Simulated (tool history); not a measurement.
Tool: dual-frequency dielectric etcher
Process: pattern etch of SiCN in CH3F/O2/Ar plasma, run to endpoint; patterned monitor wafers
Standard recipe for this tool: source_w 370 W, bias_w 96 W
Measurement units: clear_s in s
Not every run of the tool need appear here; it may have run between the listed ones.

run	hour	source_w	bias_w	incoming incoming film thickness, nm	clear_s
1	0	370	96	6.38	15.2
2	30.6	370	96	6.41	15.2
3	92.3	370	96	6.36	15
4	123.9	370	96	6.38	15.1
5	171	370	96	6.44	15.3
6	220	370	96	6.44	15.3
# hour 252.7: wet clean of the chamber
7	263.2	370	96	6.3	15
8	308	340	96	6.4	15.9
9	353.1	340	96	6.46	16
# hour 411.1: upper electrode replaced, of another model than before
10	411.6	370	96	6.39	15
11	441.4	370	96	6.4	15.1
12	493	370	96	6.4	15.1
# hour 534: source power generator calibrated
13	555.2	370	96	6.45	15.1
# hour 613.8: wet clean of the chamber
14	619.9	410	104	6.38	14
15	682.6	410	104	6.43	14
16	730.9	370	96	6.36	15
17	801.6	450	119	6.47	12.9
18	866.9	320	114	6.41	14.4
19	920.3	300	96	6.38	15.8
20	991.4	410	74	6.4	16.6
# hour 1044.3: wet clean of the chamber
21	1058.2	330	114	6.43	14.2
22	1127.5	320	96	6.42	15.6
23	1167.9	430	96	6.38	14.2
24	1201.5	370	81	6.41	16.3
# hour 1224.7: bias power generator calibrated
25	1245.2	370	96	6.47	15.5
26	1272.1	370	113	6.47	14.3
27	1324.6	370	96	6.43	15.3
28	1362	300	82	6.42	17.6
# hour 1435.6: wet clean of the chamber
29	1436.1	320	76	6.4	17.9
30	1491.1	370	117	6.39	13.8
31	1527.7	370	96	6.43	15.3
32	1576.8	370	96	6.41	15.2
33	1648	370	105	6.45	14.8
34	1699.2	420	111	6.43	13.8
# hour 1784.3: wet clean of the chamber
35	1784.8	370	87	6.45	16.1
36	1802.4	420	108	6.44	13.9

How would selected steps in clear_s from run to run divide? Give the signed amount a tool lacking its hidden state would still show from settings, what came in and random variation, and the signed amount left for the hidden state, including any gauge scatter that is not in both of the compared results.
The tool's hidden condition here consists of: etch rate over this chamber's usual, %; source power that arrives over what is set, %; bias power that arrives over what is set, %.
Run 4 -> 5: no setting touched and nothing written in the log between the runs. clear_s +0.2 s: hidden state +0.1, all else +0.1.
Run 5 -> 6: no setting touched and nothing written in the log between the runs. clear_s +0 s: hidden state -0.1, all else +0.1.
Run 20 -> 21: source_w 410 -> 330, bias_w 74 -> 114, wet clean of the chamber. clear_s -2.4 s: hidden state +0.1, all else -2.5.
Run 24 -> 25: bias_w 81 -> 96, bias power generator calibrated. clear_s -0.8 s: hidden state +0.4, all else -1.2.
Run 27 -> 28: source_w 370 -> 300, bias_w 96 -> 82. clear_s +2.3 s: hidden state +0, all else +2.3.
Run 29 -> 30: source_w 320 -> 370, bias_w 76 -> 117. clear_s -4.1 s: hidden state +0, all else -4.1.

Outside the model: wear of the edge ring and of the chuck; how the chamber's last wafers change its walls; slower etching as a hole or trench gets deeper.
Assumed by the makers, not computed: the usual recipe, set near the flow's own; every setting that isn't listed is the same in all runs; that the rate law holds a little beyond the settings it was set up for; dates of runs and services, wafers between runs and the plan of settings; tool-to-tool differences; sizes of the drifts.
